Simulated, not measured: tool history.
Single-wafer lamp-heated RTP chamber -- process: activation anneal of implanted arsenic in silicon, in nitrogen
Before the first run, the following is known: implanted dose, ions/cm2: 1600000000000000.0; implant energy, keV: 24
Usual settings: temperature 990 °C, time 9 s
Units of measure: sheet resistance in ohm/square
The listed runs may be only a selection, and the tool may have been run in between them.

| run | hour | temperature | time | wafers since the last listed run | wafers since the last pyrometer calibration | wafers since the reflector plate was cleaned | hours since the gauge calibration | read-back reference wafer on the same gauge, sheet resistance | sheet resistance |
|---|---|---|---|---|---|---|---|---|---|
| 1 | 0.0 | 990 | 9 | 0 | 3664 | 9243 | 187.7 | 122.03 | 121.69 |
|  | 37.0 | pyrometer window cleaned and pyrometer calibrated |
| 2 | 80.4 | 973 | 9 | 727 | 435 | 9970 | 268.1 | 122.04 | 129.32 |
| 3 | 128.1 | 973 | 9 | 479 | 914 | 10449 | 315.8 | 122.01 | 129.75 |
| 4 | 184.4 | 973 | 9 | 565 | 1480 | 11015 | 372.1 | 121.97 | 128.10 |
| 5 | 270.9 | 990 | 7 | 868 | 2349 | 11883 | 458.6 | 122.06 | 124.47 |
|  | 348.7 | reflector plate cleaned |
|  | 371.0 | pyrometer window cleaned and pyrometer calibrated |
| 6 | 385.3 | 990 | 9 | 988 | 144 | 287 | 573.0 | 121.99 | 119.19 |
| 7 | 432.1 | 990 | 9 | 470 | 614 | 757 | 619.8 | 121.95 | 118.71 |
| 8 | 488.4 | 990 | 9 | 565 | 1179 | 1322 | 676.1 | 122.06 | 118.45 |
|  | 516.3 | pyrometer window cleaned and pyrometer calibrated, repeated, since the last time left the tool worse |
| 9 | 545.0 | 990 | 9 | 488 | 288 | 1811 | 732.7 | 122.04 | 123.06 |
| 10 | 610.6 | 1006 | 4 | 658 | 947 | 2469 | 798.3 | 122.03 | 125.44 |
| 11 | 708.8 | 970 | 9 | 986 | 1933 | 3456 | 896.5 | 121.94 | 129.26 |
|  | 720.7 | gauge calibrated |
| 12 | 812.3 | 977 | 11 | 1039 | 2973 | 4495 | 91.6 | 122.04 | 123.68 |
|  | 860.0 | pyrometer window cleaned and pyrometer calibrated |
| 13 | 913.4 | 990 | 11 | 935 | 536 | 5431 | 192.7 | 121.99 | 120.43 |
| 14 | 964.9 | 1018 | 9 | 517 | 1053 | 5948 | 244.2 | 121.98 | 113.20 |
| 15 | 1030.4 | 999 | 4 | 657 | 1711 | 6606 | 309.7 | 121.96 | 127.60 |
| 16 | 1124.9 | 975 | 14 | 949 | 2660 | 7555 | 404.2 | 121.99 | 121.96 |
| 17 | 1161.0 | 964 | 9 | 362 | 3023 | 7918 | 440.3 | 122.01 | 132.10 |

The tool's hidden state at each run:
wafer temperature error from the tarnished reflector plate, K: 0 on each run
gauge reads high (%): 0 on each run
H1: true wafer temperature minus pyrometer reading, K
| run | H1 |
|---|---|
| 1 | 5.59 |
| 2 | 3.03 |
| 3 | 4.34 |
| 4 | 5.37 |
| 5 | 6.28 |
| 6 | 12.3 |
| 7 | 13.9 |
| 8 | 15.2 |
| 9 | 2.57 |
| 10 | 4.47 |
| 11 | 5.98 |
| 12 | 6.7 |
| 13 | 3 |
| 14 | 4.29 |
| 15 | 5.33 |
| 16 | 6.14 |
| 17 | 6.32 |

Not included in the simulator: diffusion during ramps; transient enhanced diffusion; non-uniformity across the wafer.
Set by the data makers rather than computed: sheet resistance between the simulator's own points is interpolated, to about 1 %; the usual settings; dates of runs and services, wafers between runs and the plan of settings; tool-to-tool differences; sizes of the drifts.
